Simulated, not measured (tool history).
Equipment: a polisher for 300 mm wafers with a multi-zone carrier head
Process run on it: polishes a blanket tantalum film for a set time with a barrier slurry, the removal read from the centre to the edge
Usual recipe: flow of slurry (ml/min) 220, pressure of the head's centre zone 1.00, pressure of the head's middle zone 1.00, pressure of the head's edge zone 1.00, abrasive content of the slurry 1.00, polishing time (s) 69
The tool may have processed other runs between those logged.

run,hour,flow of slurry (ml/min),pressure of the head's centre zone,pressure of the head's middle zone,pressure of the head's edge zone,abrasive content of the slurry,polishing time (s),"incoming thickness of the incoming film, nm",film removed at the wafer's centre (angstrom),film removed at mid-radius (angstrom),film removed at the wafer's edge (angstrom)
1,0.0,220,1.00,1.00,1.00,1.00,69,380.2,1268,1285,1271
2,85.3,220,1.00,1.00,1.00,1.00,69,379.7,1234,1255,1249
3,127.1,220,1.00,1.02,1.00,1.00,69,379.4,1216,1247,1266
# hour 172.3: slurry nozzle cleaned
# hour 182.7: worn pad replaced by a new one
4,211.7,220,1.06,1.00,1.00,1.00,69,378.4,1470,1382,1365
5,262.2,220,1.06,1.00,1.00,1.00,69,384.9,1453,1398,1350
6,334.2,220,1.00,1.00,1.00,1.00,69,380.7,1354,1369,1357
7,399.2,220,1.00,1.00,1.00,1.00,69,383.5,1355,1352,1341
# hour 467.7: centre zone pressure recalibrated
8,471.6,220,0.90,0.93,1.00,1.00,69,371.3,1188,1256,1333
# hour 480.8: edge zone pressure recalibrated
# hour 614.9: worn pad replaced by a new one
9,652.9,265,1.00,1.00,1.09,1.00,69,379.3,1356,1343,1353
# hour 669.4: carrier head's membrane replaced by a new one, of another model than before
10,706.1,220,1.00,1.10,1.00,1.00,69,384.0,1265,1459,1263
11,784.7,220,1.00,1.00,1.00,1.00,69,378.3,1246,1268,1247
12,866.7,220,1.00,1.06,1.00,1.10,69,377.4,1251,1411,1291
# hour 912.0: slurry nozzle cleaned
# hour 960.4: edge zone pressure recalibrated
13,965.9,220,1.06,0.94,1.00,0.85,87,387.1,1747,1441,1542
14,1051.7,155,1.00,1.00,1.00,1.00,69,384.5,1234,1269,1274
# hour 1072.7: worn pad replaced by a new one
15,1126.2,220,1.00,1.00,1.00,1.00,69,372.8,1340,1350,1322
16,1171.8,290,1.00,1.00,1.00,1.00,69,386.2,1412,1394,1375
17,1258.7,220,1.00,1.00,1.00,1.00,69,377.7,1323,1336,1320
18,1323.9,220,1.00,1.00,1.00,1.00,79,381.5,1481,1496,1475
19,1382.4,220,1.00,1.00,1.00,1.00,69,375.5,1262,1296,1308
20,1463.3,220,0.92,0.95,0.89,1.10,69,377.7,1138,1249,1239
21,1500.9,220,1.04,1.00,1.00,0.80,69,389.0,1168,1090,1110
# hour 1524.4: edge zone pressure recalibrated
22,1537.3,220,1.00,1.00,1.00,1.00,69,378.7,1225,1243,1255

3 options for the next run, each taken on its own from the tool as it stands now. Forecast them:
A,1537.7,220,1.00,1.00,1.00,1.00,69,380.8,?,?,?
B,1537.7,220,1.00,1.10,1.00,1.00,61,380.8,?,?,?
C,1537.7,185,1.00,1.00,0.91,1.00,69,380.8,?,?,?

run,film removed at the wafer's centre (angstrom),film removed at mid-radius (angstrom),film removed at the wafer's edge (angstrom)
A,1204,1260,1269
B,1065,1260,1120
C,1137,1199,1152
Had the tool no hidden state, the same runs would have come out as:
run,film removed at the wafer's centre (angstrom),film removed at mid-radius (angstrom),film removed at the wafer's edge (angstrom)
A,1360,1404,1373
B,1204,1404,1211
C,1318,1366,1263
